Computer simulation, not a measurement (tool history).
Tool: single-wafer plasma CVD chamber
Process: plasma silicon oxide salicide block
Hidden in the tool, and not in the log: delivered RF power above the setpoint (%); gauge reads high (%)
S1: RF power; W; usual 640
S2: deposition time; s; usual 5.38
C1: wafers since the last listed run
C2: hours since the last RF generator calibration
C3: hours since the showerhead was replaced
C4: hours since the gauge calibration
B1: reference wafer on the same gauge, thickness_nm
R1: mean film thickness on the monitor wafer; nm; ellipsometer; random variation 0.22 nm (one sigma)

| run | hour | S1 | S2 | C1 | C2 | C3 | C4 | B1 | R1 |
|---|---|---|---|---|---|---|---|---|---|
| 1 | 0 | 640 | 5.38 | 0 | 1488.8 | 5523.1 | 793.8 | 52.947 | 54.436 |
| 2 | 40 | 640 | 5.38 | 1665 | 1528.8 | 5563.1 | 833.8 | 52.905 | 54.57 |
| 3 | 88.1 | 640 | 5.38 | 2002 | 1576.9 | 5611.2 | 881.9 | 52.922 | 54.495 |
| 4 | 122.8 | 640 | 5.38 | 1444 | 1611.6 | 5645.9 | 916.6 | 52.905 | 54.493 |
| 5 | 182.1 | 640 | 5.38 | 2469 | 1670.9 | 5705.2 | 975.9 | 52.848 | 54.727 |
| 6 | 229.8 | 640 | 5.38 | 1986 | 1718.6 | 5752.9 | 1023.6 | 52.962 | 54.473 |
| 7 | 299.6 | 640 | 5.38 | 2906 | 1788.4 | 5822.7 | 1093.4 | 52.903 | 54.203 |
| 8 | 347.6 | 640 | 5.38 | 1998 | 1836.4 | 5870.7 | 1141.4 | 52.885 | 54.265 |
| 9 | 402.7 | 640 | 5.38 | 2294 | 1891.5 | 5925.8 | 1196.5 | 52.98 | 54.323 |
| 10 | 448.7 | 640 | 5.38 | 1915 | 1937.5 | 5971.8 | 1242.5 | 52.841 | 54.182 |
| 11 | 516.1 | 640 | 5.38 | 2806 | 2004.9 | 6039.2 | 1309.9 | 52.86 | 54.211 |
| 12 | 570.8 | 640 | 5.38 | 2277 | 2059.6 | 6093.9 | 1364.6 | 52.863 | 54.201 |
| 13 | 604.1 | 640 | 5.38 | 1386 | 2092.9 | 6127.2 | 1397.9 | 52.854 | 54.387 |
| 14 | 638.3 | 640 | 5.38 | 1424 | 2127.1 | 6161.4 | 1432.1 | 52.932 | 54.601 |
| 15 | 750.3 | 640 | 5.38 | 4663 | 2239.1 | 6273.4 | 1544.1 | 52.87 | 54.487 |
| 16 | 813.8 | 640 | 5.38 | 2644 | 2302.6 | 6336.9 | 1607.6 | 53.017 | 54.095 |
| 17 | 855.1 | 640 | 5.38 | 1719 | 2343.9 | 6378.2 | 1648.9 | 52.888 | 54.07 |
| 18 | 920 | 640 | 5.38 | 2702 | 2408.8 | 6443.1 | 1713.8 | 52.855 | 54.097 |
| 19 | 979.3 | 520 | 4.73 | 2469 | 2468.1 | 6502.4 | 1773.1 | 52.988 | 45.129 |
| 20 | 1004.3 | 640 | 5.38 | 1040 | 2493.1 | 6527.4 | 1798.1 | 52.854 | 53.922 |
|  | 1023.1 | RF generator calibrated |
| 21 | 1068.2 | 640 | 5.38 | 2327 | 45.1 | 6591.3 | 1862 | 52.914 | 55.327 |
| 22 | 1128.6 | 640 | 4.65 | 2514 | 105.5 | 6651.7 | 1922.4 | 52.896 | 47.836 |
| 23 | 1188.7 | 575 | 5.69 | 2502 | 165.6 | 6711.8 | 1982.5 | 52.926 | 57.016 |
|  | 1221.1 | gauge calibrated |
| 24 | 1231.7 | 640 | 4.61 | 1790 | 208.6 | 6754.8 | 10.6 | 52.875 | 47.436 |
| 25 | 1364.3 | 735 | 5.88 | 5521 | 341.2 | 6887.4 | 143.2 | 52.897 | 62.907 |
|  | 1413.3 | showerhead replaced |
| 26 | 1433.4 | 700 | 5.04 | 2544 | 410.3 | 20.1 | 212.3 | 52.904 | 53.134 |
| 27 | 1464.5 | 680 | 5.03 | 1294 | 441.4 | 51.2 | 243.4 | 52.869 | 52.529 |
| 28 | 1499.8 | 560 | 6.38 | 1469 | 476.7 | 86.5 | 278.7 | 52.932 | 63.194 |
| 29 | 1529.4 | 640 | 5.38 | 1232 | 506.3 | 116.1 | 308.3 | 52.887 | 55.076 |
| 30 | 1581.5 | 640 | 5.38 | 2169 | 558.4 | 168.2 | 360.4 | 52.826 | 54.706 |
| 31 | 1644.7 | 680 | 5.03 | 2631 | 621.6 | 231.4 | 423.6 | 52.888 | 52.175 |

Forecast run 32:
| 32 | 1679 | 605 | 5.75 | 1428 | 655.9 | 265.7 | 457.9 | ? | ? |

Run 32 gave B1 53.004, R1 57.774 nm.
Without the tool's hidden state the same run would have given R1 58.881 nm.
